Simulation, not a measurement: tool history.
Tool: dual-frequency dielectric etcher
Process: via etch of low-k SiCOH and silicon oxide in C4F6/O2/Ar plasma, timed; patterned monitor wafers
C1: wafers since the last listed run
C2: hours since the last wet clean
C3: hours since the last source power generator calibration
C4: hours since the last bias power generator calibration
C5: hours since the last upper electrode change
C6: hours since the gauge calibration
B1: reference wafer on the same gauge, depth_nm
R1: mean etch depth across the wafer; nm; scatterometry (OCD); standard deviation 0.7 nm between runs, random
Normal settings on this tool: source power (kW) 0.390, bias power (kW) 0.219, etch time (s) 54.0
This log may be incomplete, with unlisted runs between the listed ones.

run 1 hour=0.0 | source_power_(kW)=0.390 bias_power_(kW)=0.254 etch_time_(s)=54.0 | C1=0 C2=156.4 C3=1612.3 C4=1181.7 C5=1596.4 C6=1069.7 | B1=140.9 | R1=170.6
run 2 hour=52.7 | source_power_(kW)=0.390 bias_power_(kW)=0.254 etch_time_(s)=54.0 | C1=755 C2=209.1 C3=1665.0 C4=1234.4 C5=1649.1 C6=1122.4 | B1=141.1 | R1=170.3
-- hour=207.6 bias power generator calibrated
run 3 hour=217.8 | source_power_(kW)=0.390 bias_power_(kW)=0.219 etch_time_(s)=54.0 | C1=2308 C2=374.2 C3=1830.1 C4=10.2 C5=1814.2 C6=1287.5 | B1=141.1 | R1=162.5
run 4 hour=294.8 | source_power_(kW)=0.390 bias_power_(kW)=0.219 etch_time_(s)=54.0 | C1=1103 C2=451.2 C3=1907.1 C4=87.2 C5=1891.2 C6=1364.5 | B1=141.1 | R1=161.6
run 5 hour=356.8 | source_power_(kW)=0.390 bias_power_(kW)=0.219 etch_time_(s)=54.0 | C1=888 C2=513.2 C3=1969.1 C4=149.2 C5=1953.2 C6=1426.5 | B1=141.0 | R1=163.5
-- hour=413.0 wet clean of the chamber
run 6 hour=413.5 | source_power_(kW)=0.430 bias_power_(kW)=0.219 etch_time_(s)=54.0 | C1=468 C2=0.5 C3=2025.8 C4=205.9 C5=2009.9 C6=1483.2 | B1=141.2 | R1=171.8
run 7 hour=458.7 | source_power_(kW)=0.430 bias_power_(kW)=0.219 etch_time_(s)=54.0 | C1=647 C2=45.7 C3=2071.0 C4=251.1 C5=2055.1 C6=1528.4 | B1=141.0 | R1=170.8
run 8 hour=531.1 | source_power_(kW)=0.430 bias_power_(kW)=0.219 etch_time_(s)=54.0 | C1=1037 C2=118.1 C3=2143.4 C4=323.5 C5=2127.5 C6=1600.8 | B1=141.1 | R1=169.7
run 9 hour=637.6 | source_power_(kW)=0.390 bias_power_(kW)=0.183 etch_time_(s)=54.0 | C1=1526 C2=224.6 C3=2249.9 C4=430.0 C5=2234.0 C6=1707.3 | B1=141.1 | R1=156.3
run 10 hour=745.4 | source_power_(kW)=0.390 bias_power_(kW)=0.183 etch_time_(s)=54.0 | C1=1544 C2=332.4 C3=2357.7 C4=537.8 C5=2341.8 C6=1815.1 | B1=141.0 | R1=156.2
run 11 hour=849.4 | source_power_(kW)=0.390 bias_power_(kW)=0.183 etch_time_(s)=54.0 | C1=1490 C2=436.4 C3=2461.7 C4=641.8 C5=2445.8 C6=1919.1 | B1=141.1 | R1=154.5
-- hour=915.2 wet clean of the chamber
run 12 hour=1069.2 | source_power_(kW)=0.390 bias_power_(kW)=0.219 etch_time_(s)=54.0 | C1=2805 C2=154.0 C3=2681.5 C4=861.6 C5=2665.6 C6=2138.9 | B1=140.8 | R1=163.7
run 13 hour=1129.0 | source_power_(kW)=0.390 bias_power_(kW)=0.184 etch_time_(s)=62.0 | C1=856 C2=213.8 C3=2741.3 C4=921.4 C5=2725.4 C6=2198.7 | B1=140.9 | R1=179.5
-- hour=1157.1 upper electrode replaced
run 14 hour=1213.4 | source_power_(kW)=0.320 bias_power_(kW)=0.219 etch_time_(s)=59.0 | C1=865 C2=298.2 C3=2825.7 C4=1005.8 C5=56.3 C6=2283.1 | B1=141.2 | R1=167.0
run 15 hour=1309.3 | source_power_(kW)=0.450 bias_power_(kW)=0.258 etch_time_(s)=44.0 | C1=1374 C2=394.1 C3=2921.6 C4=1101.7 C5=152.2 C6=2379.0 | B1=141.0 | R1=144.9
-- hour=1328.2 source power generator calibrated
run 16 hour=1364.8 | source_power_(kW)=0.480 bias_power_(kW)=0.260 etch_time_(s)=65.5 | C1=737 C2=449.6 C3=36.6 C4=1157.2 C5=207.7 C6=2434.5 | B1=141.0 | R1=220.6
-- hour=1455.4 wet clean of the chamber
run 17 hour=1455.9 | source_power_(kW)=0.390 bias_power_(kW)=0.219 etch_time_(s)=54.0 | C1=961 C2=0.5 C3=127.7 C4=1248.3 C5=298.8 C6=2525.6 | B1=141.1 | R1=163.7
run 18 hour=1510.0 | source_power_(kW)=0.360 bias_power_(kW)=0.182 etch_time_(s)=43.0 | C1=775 C2=54.6 C3=181.8 C4=1302.4 C5=352.9 C6=2579.7 | B1=140.8 | R1=121.5
-- hour=1572.8 gauge calibrated
run 19 hour=1590.8 | source_power_(kW)=0.300 bias_power_(kW)=0.178 etch_time_(s)=68.5 | C1=1157 C2=135.4 C3=262.6 C4=1383.2 C5=433.7 C6=18.0 | B1=141.1 | R1=180.7
run 20 hour=1647.9 | source_power_(kW)=0.390 bias_power_(kW)=0.219 etch_time_(s)=59.0 | C1=818 C2=192.5 C3=319.7 C4=1440.3 C5=490.8 C6=75.1 | B1=140.9 | R1=179.0
run 21 hour=1705.3 | source_power_(kW)=0.390 bias_power_(kW)=0.187 etch_time_(s)=61.0 | C1=822 C2=249.9 C3=377.1 C4=1497.7 C5=548.2 C6=132.5 | B1=141.1 | R1=178.0
-- hour=1722.3 bias power generator calibrated
run 22 hour=1748.6 | source_power_(kW)=0.390 bias_power_(kW)=0.219 etch_time_(s)=54.0 | C1=563 C2=293.2 C3=420.4 C4=26.3 C5=591.5 C6=175.8 | B1=141.0 | R1=163.2
run 23 hour=1851.7 | source_power_(kW)=0.460 bias_power_(kW)=0.266 etch_time_(s)=65.0 | C1=1477 C2=396.3 C3=523.5 C4=129.4 C5=694.6 C6=278.9 | B1=140.9 | R1=217.9
run 24 hour=1910.1 | source_power_(kW)=0.490 bias_power_(kW)=0.263 etch_time_(s)=54.0 | C1=836 C2=454.7 C3=581.9 C4=187.8 C5=753.0 C6=337.3 | B1=140.9 | R1=183.9
run 25 hour=1982.2 | source_power_(kW)=0.350 bias_power_(kW)=0.219 etch_time_(s)=54.0 | C1=1033 C2=526.8 C3=654.0 C4=259.9 C5=825.1 C6=409.4 | B1=141.1 | R1=156.7
run 26 hour=2058.9 | source_power_(kW)=0.430 bias_power_(kW)=0.202 etch_time_(s)=54.0 | C1=1099 C2=603.5 C3=730.7 C4=336.6 C5=901.8 C6=486.1 | B1=140.9 | R1=163.8
-- hour=2083.8 wet clean of the chamber
run 27 hour=2098.3 | source_power_(kW)=0.390 bias_power_(kW)=0.219 etch_time_(s)=40.0 | C1=220 C2=14.5 C3=770.1 C4=376.0 C5=941.2 C6=525.5 | B1=141.0 | R1=122.1
run 28 hour=2187.4 | source_power_(kW)=0.290 bias_power_(kW)=0.219 etch_time_(s)=54.0 | C1=1276 C2=103.6 C3=859.2 C4=465.1 C5=1030.3 C6=614.6 | B1=141.0 | R1=149.3
run 29 hour=2245.4 | source_power_(kW)=0.390 bias_power_(kW)=0.173 etch_time_(s)=61.0 | C1=831 C2=161.6 C3=917.2 C4=523.1 C5=1088.3 C6=672.6 | B1=141.0 | R1=173.2
run 30 hour=2297.5 | source_power_(kW)=0.390 bias_power_(kW)=0.183 etch_time_(s)=54.0 | C1=746 C2=213.7 C3=969.3 C4=575.2 C5=1140.4 C6=724.7 | B1=140.8 | R1=156.0

Across each entry between runs, compare the hidden state at the last listed run before it with the hidden state at the first listed run after it:
Between runs 2 and 3: bias power generator calibrated (hour 207.6)
  etch rate over this chamber's usual, %: -0.748 -> -1.25
  measured less the result without the state, R1: -1.3 -> -2.1 nm
Between runs 5 and 6: wet clean of the chamber (hour 413.0)
  etch rate over this chamber's usual, %: -1.67 -> -0.0258
  measured less the result without the state, R1: -2.8 -> +0.0 nm
Between runs 11 and 12: wet clean of the chamber (hour 915.2)
  etch rate over this chamber's usual, %: -1.35 -> -0.605
  measured less the result without the state, R1: -2.1 -> -1.0 nm
Between runs 13 and 14: upper electrode replaced (hour 1157.1)
  etch rate over this chamber's usual, %: -0.787 -> -1.04
  measured less the result without the state, R1: -1.4 -> -1.8 nm
Between runs 15 and 16: source power generator calibrated (hour 1328.2)
  etch rate over this chamber's usual, %: -1.33 -> -1.5
  measured less the result without the state, R1: -2.0 -> -3.3 nm
Between runs 16 and 17: wet clean of the chamber (hour 1455.4)
  etch rate over this chamber's usual, %: -1.5 -> -0.105
  measured less the result without the state, R1: -3.3 -> -0.2 nm
Between runs 18 and 19: gauge calibrated (hour 1572.8)
  etch rate over this chamber's usual, %: -0.269 -> -0.514
  measured less the result without the state, R1: -0.4 -> -1.0 nm
Between runs 21 and 22: bias power generator calibrated (hour 1722.3)
  etch rate over this chamber's usual, %: -0.862 -> -0.994
  measured less the result without the state, R1: -1.6 -> -1.6 nm
Between runs 26 and 27: wet clean of the chamber (hour 2083.8)
  etch rate over this chamber's usual, %: -1.94 -> -0.115
  measured less the result without the state, R1: -3.2 -> -0.2 nm
